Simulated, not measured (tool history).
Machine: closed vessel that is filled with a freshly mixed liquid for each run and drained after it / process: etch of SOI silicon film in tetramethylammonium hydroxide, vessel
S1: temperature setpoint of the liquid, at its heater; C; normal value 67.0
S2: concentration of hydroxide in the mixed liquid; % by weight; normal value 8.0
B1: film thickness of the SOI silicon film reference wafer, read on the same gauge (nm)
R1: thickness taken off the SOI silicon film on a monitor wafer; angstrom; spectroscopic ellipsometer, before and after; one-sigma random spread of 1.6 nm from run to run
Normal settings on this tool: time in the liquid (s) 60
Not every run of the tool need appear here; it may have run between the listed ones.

Run 1, hour 0.0: usual settings but time in the liquid (s) 45; B1 118.57. Result: R1 2618.2 angstrom.
Run 2, hour 28.0: usual settings; B1 118.48. Result: R1 3531.2 angstrom.
Run 3, hour 48.0: usual settings; B1 118.41. Result: R1 3507.2 angstrom.
Run 4, hour 147.9: usual settings but S2 6.5 % by weight; B1 118.27. Result: R1 3731.1 angstrom.
Run 5, hour 170.1: usual settings but S2 6.5 % by weight; B1 118.23. Result: R1 3732.3 angstrom.
Run 6, hour 185.6: usual settings but S2 6.5 % by weight; B1 118.23. Result: R1 3705.2 angstrom.
Run 7, hour 199.5: usual settings; B1 118.27. Result: R1 3495.4 angstrom.
At hour 206.7: gauge calibrated.
At hour 220.9: hydroxide flow meter replaced.
Run 8, hour 222.7: usual settings; B1 119.45. Result: R1 3536.8 angstrom.
Run 9, hour 250.0: usual settings; B1 119.14. Result: R1 3529.1 angstrom.
Run 10, hour 278.9: usual settings; B1 118.87. Result: R1 3491.3 angstrom.
Run 11, hour 305.3: usual settings; B1 118.60. Result: R1 3504.0 angstrom.
Run 12, hour 325.1: usual settings; B1 118.54. Result: R1 3510.2 angstrom.
Run 13, hour 340.2: usual settings but S1 63.5 C, time in the liquid (s) 80; B1 118.38. Result: R1 3787.9 angstrom.
Run 14, hour 356.3: usual settings; B1 118.37. Result: R1 3512.6 angstrom.
Run 15, hour 373.0: usual settings but S1 64.5 C, S2 10.5 % by weight, time in the liquid (s) 35; B1 118.21. Result: R1 1602.1 angstrom.
Run 16, hour 395.9: usual settings but S1 59.5 C, time in the liquid (s) 70; B1 118.18. Result: R1 2610.1 angstrom.
Run 17, hour 419.8: usual settings but S2 9.5 % by weight; B1 118.12. Result: R1 3287.6 angstrom.
Run 18, hour 443.4: usual settings but S2 6.5 % by weight, time in the liquid (s) 75; B1 117.99. Result: R1 4679.1 angstrom.
Run 19, hour 463.6: usual settings but S1 60.0 C, S2 6.0 % by weight, time in the liquid (s) 80; B1 117.98. Result: R1 3287.0 angstrom.
Run 20, hour 494.6: usual settings; B1 117.89. Result: R1 3498.6 angstrom.
At hour 506.4: thermometer replaced.
Run 21, hour 528.7: usual settings; B1 117.84. Result: R1 3497.8 angstrom.
Run 22, hour 564.3: usual settings but S1 62.5 C, S2 10.0 % by weight, time in the liquid (s) 85; B1 117.80. Result: R1 3474.2 angstrom.
Run 23, hour 595.2: usual settings but S1 64.5 C, S2 10.5 % by weight, time in the liquid (s) 35; B1 117.82. Result: R1 1601.3 angstrom.
At hour 595.5: gauge calibrated.
Run 24, hour 627.0: usual settings but S1 62.0 C, time in the liquid (s) 90; B1 119.53. Result: R1 3930.8 angstrom.
Run 25, hour 658.6: usual settings but S2 7.0 % by weight, time in the liquid (s) 95; B1 119.20. Result: R1 5861.8 angstrom.

Measured minus without-hidden-state, run by run (identical run-to-run variation in each term; gauge scatter may differ):
Hidden state present: liquid hotter than its thermometer reads (K); hydroxide flow below the setpoint (%); gauge reads high (%).
run     R1
  1  -31.7
  2  -45.3
  3  -46.5
  4  -54.7
  5  -55.6
  6  -55.6
  7  -52.7
  8  -16.6
  9  -26.5
 10  -34.5
 11  -40.9
 12  -44.9
 13  -51.2
 14  -50.0
 15  -23.8
 16  -40.8
 17  -53.7
 18  -79.0
 19  -56.8
 20  -62.2
 21  -63.7
 22  -64.5
 23  -30.1
 24  -16.0
 25  -40.2

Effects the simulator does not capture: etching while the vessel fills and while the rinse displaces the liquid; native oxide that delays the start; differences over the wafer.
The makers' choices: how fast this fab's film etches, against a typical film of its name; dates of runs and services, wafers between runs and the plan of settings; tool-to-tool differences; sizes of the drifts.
